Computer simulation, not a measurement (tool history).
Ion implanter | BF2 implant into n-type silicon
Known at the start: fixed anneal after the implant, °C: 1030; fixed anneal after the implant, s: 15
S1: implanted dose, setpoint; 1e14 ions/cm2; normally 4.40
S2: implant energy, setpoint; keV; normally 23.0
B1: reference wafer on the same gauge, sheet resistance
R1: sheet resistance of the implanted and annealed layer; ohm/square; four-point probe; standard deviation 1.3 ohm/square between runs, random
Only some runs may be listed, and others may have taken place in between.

| run | hour | S1 | S2 | B1 | R1 |
|---|---|---|---|---|---|
| 1 | 0.0 | 4.40 | 23.0 | 222.50 | 262.24 |
| 2 | 68.3 | 4.40 | 23.0 | 223.06 | 262.63 |
| 3 | 105.1 | 4.40 | 23.0 | 222.59 | 262.93 |
| 4 | 152.5 | 5.09 | 23.0 | 222.63 | 233.26 |
| 5 | 248.1 | 5.09 | 23.0 | 223.08 | 233.83 |
| 6 | 349.8 | 5.09 | 23.0 | 222.84 | 233.13 |
| 7 | 392.7 | 3.55 | 23.0 | 223.52 | 313.12 |
| 8 | 481.8 | 3.63 | 23.0 | 223.42 | 309.47 |
| 9 | 540.2 | 3.63 | 23.0 | 223.44 | 309.28 |
| 10 | 640.4 | 4.40 | 23.0 | 223.32 | 263.01 |
|  | 725.7 | Faraday cup replaced and dose calibrated |
|  | 732.3 | extraction supply calibrated |
| 11 | 732.8 | 4.40 | 23.0 | 223.00 | 260.19 |
| 12 | 810.9 | 4.40 | 23.0 | 223.59 | 263.81 |
|  | 814.3 | gauge calibrated |
| 13 | 850.3 | 3.13 | 18.5 | 219.87 | 351.34 |
| 14 | 926.2 | 3.49 | 20.0 | 220.51 | 318.43 |
| 15 | 986.9 | 3.59 | 23.0 | 220.91 | 307.52 |
| 16 | 1066.8 | 5.69 | 27.5 | 221.32 | 205.57 |
| 17 | 1318.3 | 4.84 | 28.5 | 222.50 | 237.38 |
| 18 | 1517.3 | 4.40 | 23.0 | 223.11 | 264.83 |
| 19 | 1608.6 | 3.25 | 23.0 | 223.47 | 337.59 |
| 20 | 1673.0 | 3.59 | 23.0 | 223.94 | 310.50 |
| 21 | 1719.5 | 5.34 | 26.5 | 223.78 | 220.89 |
| 22 | 1762.1 | 4.84 | 28.5 | 223.72 | 238.40 |
| 23 | 1832.0 | 3.45 | 23.0 | 223.74 | 323.09 |

Here are 4 independent what-if runs from the current tool condition. What would each one return?
| A | 1832.4 | 4.40 | 23.0 | ? | ? |
| B | 1832.4 | 5.57 | 26.0 | ? | ? |
| C | 1832.4 | 5.63 | 16.0 | ? | ? |
| D | 1832.4 | 3.73 | 31.0 | ? | ? |

| run | B1 | R1 |
|---|---|---|
| A | 223.89 | 266.01 |
| B | 223.89 | 216.62 |
| C | 223.89 | 236.89 |
| D | 223.89 | 295.44 |
With no hidden state in the tool, these same runs would have given:
| run | R1 |
|---|---|
| A | 260.12 |
| B | 211.82 |
| C | 231.64 |
| D | 288.90 |
